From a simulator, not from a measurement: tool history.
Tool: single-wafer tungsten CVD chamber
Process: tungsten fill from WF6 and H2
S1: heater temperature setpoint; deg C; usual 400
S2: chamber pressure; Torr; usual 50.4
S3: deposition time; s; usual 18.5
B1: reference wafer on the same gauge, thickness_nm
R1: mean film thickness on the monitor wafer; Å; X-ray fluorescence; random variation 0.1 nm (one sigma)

{"run": 1, "hour": 0.0, "S1": 400, "S2": 44.7, "S3": 18.5, "B1": 68.805, "R1": 590.64}
{"run": 2, "hour": 13.8, "S1": 400, "S2": 44.7, "S3": 18.5, "B1": 68.786, "R1": 592.86}
{"run": 3, "hour": 31.7, "S1": 400, "S2": 44.7, "S3": 18.5, "B1": 68.798, "R1": 592.91}
{"run": 4, "hour": 38.8, "S1": 400, "S2": 50.4, "S3": 18.5, "B1": 68.822, "R1": 628.04}
{"run": 5, "hour": 51.2, "S1": 400, "S2": 50.4, "S3": 18.5, "B1": 68.758, "R1": 626.52}
{"run": 6, "hour": 62.2, "S1": 400, "S2": 50.4, "S3": 18.5, "B1": 68.792, "R1": 628.93}
{"run": 7, "hour": 75.8, "S1": 400, "S2": 50.4, "S3": 18.5, "B1": 68.778, "R1": 628.75}
{"run": 8, "hour": 87.5, "S1": 400, "S2": 50.4, "S3": 18.5, "B1": 68.784, "R1": 628.36}
{"run": 9, "hour": 102.3, "S1": 400, "S2": 50.4, "S3": 18.5, "B1": 68.815, "R1": 626.97}
{"run": 10, "hour": 114.5, "S1": 400, "S2": 50.4, "S3": 18.5, "B1": 68.808, "R1": 627.16}
{"hour": 127.8, "done": "gauge calibrated"}
{"hour": 135.9, "done": "thermocouple changed; heater temperature recalibrated"}
{"run": 11, "hour": 136.4, "S1": 400, "S2": 50.4, "S3": 18.5, "B1": 68.819, "R1": 702.21}
{"hour": 149.0, "done": "capacitance manometer re-zeroed and calibrated"}
{"run": 12, "hour": 149.5, "S1": 400, "S2": 50.4, "S3": 15.8, "B1": 68.821, "R1": 576.8}
{"run": 13, "hour": 151.7, "S1": 400, "S2": 50.4, "S3": 18.5, "B1": 68.837, "R1": 677.32}
{"run": 14, "hour": 167.8, "S1": 400, "S2": 50.4, "S3": 18.5, "B1": 68.798, "R1": 676.01}
{"run": 15, "hour": 185.5, "S1": 400, "S2": 50.4, "S3": 18.5, "B1": 68.785, "R1": 676.37}
{"run": 16, "hour": 198.1, "S1": 405, "S2": 50.4, "S3": 18.5, "B1": 68.819, "R1": 735.19}
{"run": 17, "hour": 246.0, "S1": 400, "S2": 50.4, "S3": 18.5, "B1": 68.788, "R1": 671.93}
{"run": 18, "hour": 263.2, "S1": 400, "S2": 56.9, "S3": 18.5, "B1": 68.809, "R1": 710.51}
{"run": 19, "hour": 269.7, "S1": 388, "S2": 37.9, "S3": 18.5, "B1": 68.818, "R1": 462.63}
{"run": 20, "hour": 278.9, "S1": 404, "S2": 44.8, "S3": 18.5, "B1": 68.811, "R1": 679.95}
{"hour": 296.5, "done": "showerhead replaced"}
{"run": 21, "hour": 297.0, "S1": 392, "S2": 39.8, "S3": 18.5, "B1": 68.802, "R1": 512.24}
{"run": 22, "hour": 311.1, "S1": 387, "S2": 61.5, "S3": 20.2, "B1": 68.804, "R1": 630.59}
{"run": 23, "hour": 323.5, "S1": 392, "S2": 42.7, "S3": 18.5, "B1": 68.811, "R1": 530.34}
{"run": 24, "hour": 335.7, "S1": 411, "S2": 50.4, "S3": 18.5, "B1": 68.793, "R1": 811.88}
{"run": 25, "hour": 344.8, "S1": 400, "S2": 50.4, "S3": 18.5, "B1": 68.781, "R1": 666.95}
{"run": 26, "hour": 361.4, "S1": 386, "S2": 50.4, "S3": 17, "B1": 68.824, "R1": 470.86}
{"run": 27, "hour": 371.8, "S1": 410, "S2": 50.4, "S3": 18.5, "B1": 68.82, "R1": 796.62}

Forecast each of these 4 alternatives for the next run:
{"run": "A", "hour": 372.2, "S1": 400, "S2": 60.5, "S3": 18.5, "B1": "?", "R1": "?"}
{"run": "B", "hour": 372.2, "S1": 410, "S2": 56.1, "S3": 18.5, "B1": "?", "R1": "?"}
{"run": "C", "hour": 372.2, "S1": 386, "S2": 42.7, "S3": 18.5, "B1": "?", "R1": "?"}
{"run": "D", "hour": 372.2, "S1": 409, "S2": 50.4, "S3": 18.5, "B1": "?", "R1": "?"}

run=A B1=68.78 R1=730.61
run=B B1=68.78 R1=839.86
run=C B1=68.78 R1=471.75
run=D B1=68.78 R1=783.66
Without the tool's hidden state the same runs would have given:
run=A R1=747.8
run=B R1=857.78
run=C R1=483.73
run=D R1=800.29

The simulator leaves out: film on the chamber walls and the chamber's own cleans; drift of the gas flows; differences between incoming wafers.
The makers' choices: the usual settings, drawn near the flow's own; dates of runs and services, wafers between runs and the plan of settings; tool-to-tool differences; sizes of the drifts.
